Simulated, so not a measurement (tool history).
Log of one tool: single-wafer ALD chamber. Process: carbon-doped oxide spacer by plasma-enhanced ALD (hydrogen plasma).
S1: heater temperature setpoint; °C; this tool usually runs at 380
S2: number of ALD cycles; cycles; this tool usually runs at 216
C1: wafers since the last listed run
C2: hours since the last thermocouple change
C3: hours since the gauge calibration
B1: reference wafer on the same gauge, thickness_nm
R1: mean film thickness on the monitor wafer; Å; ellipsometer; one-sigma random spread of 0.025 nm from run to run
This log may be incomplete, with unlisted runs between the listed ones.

run,hour,S1,S2,C1,C2,C3,B1,R1
1,0.0,380,216,0,2263.4,1161.9,10.302,101.10
# hour 7.8: gauge calibrated
2,89.9,380,216,208,2353.3,82.1,10.295,101.05
3,128.8,380,216,90,2392.2,121.0,10.296,101.39
4,187.9,380,216,137,2451.3,180.1,10.298,100.67
5,504.4,380,216,734,2767.8,496.6,10.303,101.04
# hour 644.2: thermocouple changed; heater temperature recalibrated
6,736.1,380,234,518,91.9,728.3,10.304,110.32
7,983.9,380,234,574,339.7,976.1,10.300,109.77
8,1272.7,380,234,669,628.5,1264.9,10.305,109.80
9,1533.4,380,216,604,889.2,1525.6,10.297,101.14
# hour 1559.6: gauge calibrated
10,1572.0,380,234,89,927.8,12.4,10.297,109.73
11,1639.3,386,229,156,995.1,79.7,10.307,107.51
12,1677.4,386,216,88,1033.2,117.8,10.298,101.64
13,1778.9,371,178,235,1134.7,219.3,10.303,83.50
14,1820.4,380,216,96,1176.2,260.8,10.296,101.40
15,1883.3,380,186,145,1239.1,323.7,10.298,87.10
16,1964.4,391,176,188,1320.2,404.8,10.295,82.48
17,2051.1,380,216,201,1406.9,491.5,10.295,100.90

Consider 3 possible next runs. They are alternatives, not a sequence: every one starts from the tool as it was left by run 17. What does each give?
A,2051.8,380,216,1,1407.6,492.2,?,?
B,2051.8,367,203,1,1407.6,492.2,?,?
C,2051.8,393,175,1,1407.6,492.2,?,?

run,B1,R1
A,10.305,101.58
B,10.305,95.47
C,10.305,82.30
Stripped of hidden state, with their random variation kept, the same runs would have yielded:
run,R1
A,101.58
B,95.47
C,82.30

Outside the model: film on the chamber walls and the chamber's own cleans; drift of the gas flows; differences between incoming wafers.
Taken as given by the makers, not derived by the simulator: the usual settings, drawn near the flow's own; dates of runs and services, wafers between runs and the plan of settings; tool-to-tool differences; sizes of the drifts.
